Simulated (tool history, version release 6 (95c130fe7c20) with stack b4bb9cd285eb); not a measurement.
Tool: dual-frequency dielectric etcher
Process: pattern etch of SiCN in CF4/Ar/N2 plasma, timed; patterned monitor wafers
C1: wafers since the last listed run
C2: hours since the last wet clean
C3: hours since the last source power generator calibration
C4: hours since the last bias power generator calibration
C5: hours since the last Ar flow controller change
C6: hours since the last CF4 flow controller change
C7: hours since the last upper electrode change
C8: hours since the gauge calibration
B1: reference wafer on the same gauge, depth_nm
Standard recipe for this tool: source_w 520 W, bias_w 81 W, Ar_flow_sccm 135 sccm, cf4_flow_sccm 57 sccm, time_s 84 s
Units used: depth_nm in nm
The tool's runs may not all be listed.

{"run": 1, "day": 0.0, "source_w": 520, "bias_w": 81, "Ar_flow_sccm": 135, "cf4_flow_sccm": 66, "time_s": 84, "C1": 0, "C2": 439.2, "C3": 3796.9, "C4": 1038.1, "C5": 2923.8, "C6": 2434.6, "C7": 1625.6, "C8": 363.7, "B1": 91.1, "depth_nm": 81.1}
{"day": 4.442, "done": "wet clean of the chamber"}
{"run": 2, "day": 4.462, "source_w": 520, "bias_w": 81, "Ar_flow_sccm": 135, "cf4_flow_sccm": 57, "time_s": 84, "C1": 687, "C2": 0.5, "C3": 3904, "C4": 1145.2, "C5": 3030.9, "C6": 2541.7, "C7": 1732.7, "C8": 470.8, "B1": 91, "depth_nm": 80.9}
{"run": 3, "day": 6.096, "source_w": 520, "bias_w": 81, "Ar_flow_sccm": 135, "cf4_flow_sccm": 57, "time_s": 84, "C1": 324, "C2": 39.7, "C3": 3943.2, "C4": 1184.4, "C5": 3070.1, "C6": 2580.9, "C7": 1771.9, "C8": 510, "B1": 91, "depth_nm": 80}
{"run": 4, "day": 18.662, "source_w": 520, "bias_w": 81, "Ar_flow_sccm": 135, "cf4_flow_sccm": 57, "time_s": 84, "C1": 2494, "C2": 341.3, "C3": 4244.8, "C4": 1486, "C5": 3371.7, "C6": 2882.5, "C7": 2073.5, "C8": 811.6, "B1": 90.9, "depth_nm": 78.1}
{"day": 21.4, "done": "CF4 flow controller replaced"}
{"run": 5, "day": 21.65, "source_w": 580, "bias_w": 81, "Ar_flow_sccm": 135, "cf4_flow_sccm": 57, "time_s": 84, "C1": 543, "C2": 413, "C3": 4316.5, "C4": 1557.7, "C5": 3443.4, "C6": 6, "C7": 2145.2, "C8": 883.3, "B1": 91, "depth_nm": 82.3}
{"run": 6, "day": 24.208, "source_w": 580, "bias_w": 81, "Ar_flow_sccm": 135, "cf4_flow_sccm": 57, "time_s": 84, "C1": 507, "C2": 474.4, "C3": 4377.9, "C4": 1619.1, "C5": 3504.8, "C6": 67.4, "C7": 2206.6, "C8": 944.7, "B1": 90.8, "depth_nm": 82}
{"day": 27.792, "done": "upper electrode replaced"}
{"run": 7, "day": 27.933, "source_w": 520, "bias_w": 81, "Ar_flow_sccm": 135, "cf4_flow_sccm": 53, "time_s": 84, "C1": 541, "C2": 563.8, "C3": 4467.3, "C4": 1708.5, "C5": 3594.2, "C6": 156.8, "C7": 3.4, "C8": 1034.1, "B1": 90.8, "depth_nm": 76.2}
{"day": 28.292, "done": "Ar flow controller replaced"}
{"day": 29.896, "done": "wet clean of the chamber"}
{"day": 30.125, "done": "source power generator calibrated"}
{"run": 8, "day": 30.271, "source_w": 450, "bias_w": 81, "Ar_flow_sccm": 153, "cf4_flow_sccm": 70, "time_s": 84, "C1": 182, "C2": 9, "C3": 3.5, "C4": 1764.6, "C5": 47.5, "C6": 212.9, "C7": 59.5, "C8": 1090.2, "B1": 90.8, "depth_nm": 76.9}
{"day": 34.271, "done": "bias power generator calibrated"}
{"run": 9, "day": 34.292, "source_w": 520, "bias_w": 91, "Ar_flow_sccm": 135, "cf4_flow_sccm": 57, "time_s": 61, "C1": 765, "C2": 105.5, "C3": 100, "C4": 0.5, "C5": 144, "C6": 309.4, "C7": 156, "C8": 1186.7, "B1": 91, "depth_nm": 60.1}
{"run": 10, "day": 38.1, "source_w": 450, "bias_w": 81, "Ar_flow_sccm": 106, "cf4_flow_sccm": 57, "time_s": 62.5, "C1": 756, "C2": 196.9, "C3": 191.4, "C4": 91.9, "C5": 235.4, "C6": 400.8, "C7": 247.4, "C8": 1278.1, "B1": 91.1, "depth_nm": 57.9}
{"day": 38.975, "done": "gauge calibrated"}
{"run": 11, "day": 41.233, "source_w": 520, "bias_w": 81, "Ar_flow_sccm": 117, "cf4_flow_sccm": 66, "time_s": 84, "C1": 622, "C2": 272.1, "C3": 266.6, "C4": 167.1, "C5": 310.6, "C6": 476, "C7": 322.6, "C8": 54.2, "B1": 91, "depth_nm": 83.7}
{"run": 12, "day": 45.704, "source_w": 520, "bias_w": 81, "Ar_flow_sccm": 135, "cf4_flow_sccm": 57, "time_s": 84, "C1": 887, "C2": 379.4, "C3": 373.9, "C4": 274.4, "C5": 417.9, "C6": 583.3, "C7": 429.9, "C8": 161.5, "B1": 91, "depth_nm": 78.2}
{"run": 13, "day": 47.775, "source_w": 520, "bias_w": 95, "Ar_flow_sccm": 135, "cf4_flow_sccm": 57, "time_s": 84, "C1": 411, "C2": 429.1, "C3": 423.6, "C4": 324.1, "C5": 467.6, "C6": 633, "C7": 479.6, "C8": 211.2, "B1": 90.9, "depth_nm": 83.5}
{"run": 14, "day": 51.758, "source_w": 520, "bias_w": 81, "Ar_flow_sccm": 135, "cf4_flow_sccm": 57, "time_s": 84, "C1": 790, "C2": 524.7, "C3": 519.2, "C4": 419.7, "C5": 563.2, "C6": 728.6, "C7": 575.2, "C8": 306.8, "B1": 90.8, "depth_nm": 77.8}

Each row is a separate what-if for the run after 14, all from the same tool condition, not one after another. Results?
{"run": "A", "day": 51.775, "source_w": 520, "bias_w": 81, "Ar_flow_sccm": 120, "cf4_flow_sccm": 57, "time_s": 84, "C1": 3, "C2": 525.1, "C3": 519.6, "C4": 420.1, "C5": 563.6, "C6": 729, "C7": 575.6, "C8": 307.2, "B1": "?", "depth_nm": "?"}
{"run": "B", "day": 51.775, "source_w": 520, "bias_w": 75, "Ar_flow_sccm": 163, "cf4_flow_sccm": 67, "time_s": 84, "C1": 3, "C2": 525.1, "C3": 519.6, "C4": 420.1, "C5": 563.6, "C6": 729, "C7": 575.6, "C8": 307.2, "B1": "?", "depth_nm": "?"}
{"run": "C", "day": 51.775, "source_w": 600, "bias_w": 81, "Ar_flow_sccm": 135, "cf4_flow_sccm": 57, "time_s": 84, "C1": 3, "C2": 525.1, "C3": 519.6, "C4": 420.1, "C5": 563.6, "C6": 729, "C7": 575.6, "C8": 307.2, "B1": "?", "depth_nm": "?"}
{"run": "D", "day": 51.775, "source_w": 520, "bias_w": 98, "Ar_flow_sccm": 135, "cf4_flow_sccm": 57, "time_s": 84, "C1": 3, "C2": 525.1, "C3": 519.6, "C4": 420.1, "C5": 563.6, "C6": 729, "C7": 575.6, "C8": 307.2, "B1": "?", "depth_nm": "?"}
{"run": "E", "day": 51.775, "source_w": 460, "bias_w": 62, "Ar_flow_sccm": 150, "cf4_flow_sccm": 57, "time_s": 94.5, "C1": 3, "C2": 525.1, "C3": 519.6, "C4": 420.1, "C5": 563.6, "C6": 729, "C7": 575.6, "C8": 307.2, "B1": "?", "depth_nm": "?"}

run=A B1=91.1 depth_nm=78.2
run=B B1=91.1 depth_nm=75.1
run=C B1=91.1 depth_nm=81.8
run=D B1=91.1 depth_nm=82.8
run=E B1=91.1 depth_nm=72.4
With the hidden condition removed and each run's random variation left untouched, the same runs would have given:
run=A depth_nm=80.5
run=B depth_nm=77.3
run=C depth_nm=84.2
run=D depth_nm=85.3
run=E depth_nm=74.5
